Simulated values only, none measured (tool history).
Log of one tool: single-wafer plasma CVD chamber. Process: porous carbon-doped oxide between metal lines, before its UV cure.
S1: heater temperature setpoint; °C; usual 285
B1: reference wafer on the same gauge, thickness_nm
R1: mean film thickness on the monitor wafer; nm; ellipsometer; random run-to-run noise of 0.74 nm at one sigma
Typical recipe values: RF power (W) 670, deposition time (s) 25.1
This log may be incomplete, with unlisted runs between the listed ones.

Run 1, day 0: usual settings; B1 183.784. Result: R1 181.652 nm.
Run 2, day 2.754: usual settings; B1 183.911. Result: R1 181.88 nm.
Run 3, day 6.85: usual settings; B1 183.942. Result: R1 181.603 nm.
Run 4, day 9.062: usual settings; B1 184.042. Result: R1 181.871 nm.
Run 5, day 11.033: usual settings; B1 184.299. Result: R1 183.312 nm.
Run 6, day 14.462: usual settings but RF power (W) 705, deposition time (s) 27; B1 183.832. Result: R1 200.036 nm.
Run 7, day 18.067: usual settings but RF power (W) 705, deposition time (s) 27; B1 184.095. Result: R1 200.485 nm.
Run 8, day 20.712: usual settings; B1 183.896. Result: R1 179.024 nm.
Run 9, day 22.612: usual settings; B1 184.156. Result: R1 180.478 nm.
At day 22.971: showerhead replaced.
At day 24.075: gauge calibrated.
Run 10, day 25.362: usual settings but S1 271 °C, deposition time (s) 28.8; B1 183.885. Result: R1 227.811 nm.
At day 28.583: thermocouple changed; heater temperature recalibrated.
Run 11, day 28.783: usual settings; B1 183.939. Result: R1 194.383 nm.
Run 12, day 30.429: usual settings but RF power (W) 625, deposition time (s) 27.9; B1 184.173. Result: R1 208.772 nm.
At day 31.679: RF generator calibrated.
Run 13, day 34.383: usual settings but S1 289 °C, RF power (W) 755; B1 183.819. Result: R1 198.502 nm.
Run 14, day 37.033: usual settings but S1 272 °C; B1 184.141. Result: R1 213.008 nm.
Run 15, day 46.812: usual settings but S1 292 °C, RF power (W) 765, deposition time (s) 20.3; B1 183.922. Result: R1 159.497 nm.
Run 16, day 50.962: usual settings; B1 184.114. Result: R1 193.535 nm.
Run 17, day 55.175: usual settings; B1 184.026. Result: R1 194.229 nm.
Run 18, day 59.033: usual settings; B1 184.036. Result: R1 192.771 nm.
Run 19, day 61.05: usual settings but S1 291 °C, RF power (W) 560; B1 184.031. Result: R1 170.562 nm.
Run 20, day 62.729: usual settings but S1 297 °C, RF power (W) 625, deposition time (s) 27.4; B1 183.697. Result: R1 187.063 nm.
Run 21, day 64.317: usual settings but RF power (W) 570, deposition time (s) 28.4; B1 184.116. Result: R1 201.656 nm.
At day 65.3: thermocouple changed; heater temperature recalibrated, repeated, since the last time left the tool worse.
Run 22, day 68.025: usual settings but S1 279 °C; B1 183.86. Result: R1 190.907 nm.
Run 23, day 70.538: usual settings; B1 183.627. Result: R1 182.96 nm.
Run 24, day 73.033: usual settings but S1 276 °C, RF power (W) 780, deposition time (s) 27.2; B1 183.929. Result: R1 226.919 nm.
Run 25, day 76.033: usual settings but RF power (W) 760, deposition time (s) 29; B1 184.163. Result: R1 224.452 nm.
Run 26, day 78.417: usual settings; B1 183.921. Result: R1 183.105 nm.
Run 27, day 82.546: usual settings but S1 280 °C, RF power (W) 570; B1 183.941. Result: R1 176.141 nm.
At day 85.308: RF generator calibrated.
Run 28, day 86.404: usual settings but S1 276 °C, deposition time (s) 23; B1 183.634. Result: R1 179.303 nm.
Run 29, day 90.725: usual settings but S1 273 °C, RF power (W) 620, deposition time (s) 20.9; B1 184.062. Result: R1 161.715 nm.
Run 30, day 93.05: usual settings but S1 271 °C, RF power (W) 555, deposition time (s) 21.8; B1 184.214. Result: R1 162.186 nm.
Run 31, day 96.646: usual settings but S1 297 °C; B1 184.197. Result: R1 168.738 nm.
Run 32, day 101.833: usual settings but S1 296 °C, RF power (W) 630; B1 184.062. Result: R1 163.651 nm.
Run 33, day 106.15: usual settings but S1 278 °C; B1 183.789. Result: R1 190.971 nm.

5 options for the next run, each taken on its own from the tool as it stands now. Forecast them:
Run A, day 106.167: usual settings; B1 ?. Result: R1 ?.
Run B, day 106.167: usual settings but S1 299 °C; B1 ?. Result: R1 ?.
Run C, day 106.167: usual settings but S1 278 °C, deposition time (s) 29.9; B1 ?. Result: R1 ?.
Run D, day 106.167: usual settings but S1 276 °C; B1 ?. Result: R1 ?.
Run E, day 106.167: usual settings but S1 293 °C; B1 ?. Result: R1 ?.

run      B1       R1
  A  184.21  180.905
  B  184.21  164.699
  C  184.21  225.326
  D  184.21  193.006
  E  184.21  171.281
Had the tool no hidden state, the same runs would have come out as:
run       R1
  A  182.604
  B  166.094
  C  227.521
  D  194.902
  E  172.802

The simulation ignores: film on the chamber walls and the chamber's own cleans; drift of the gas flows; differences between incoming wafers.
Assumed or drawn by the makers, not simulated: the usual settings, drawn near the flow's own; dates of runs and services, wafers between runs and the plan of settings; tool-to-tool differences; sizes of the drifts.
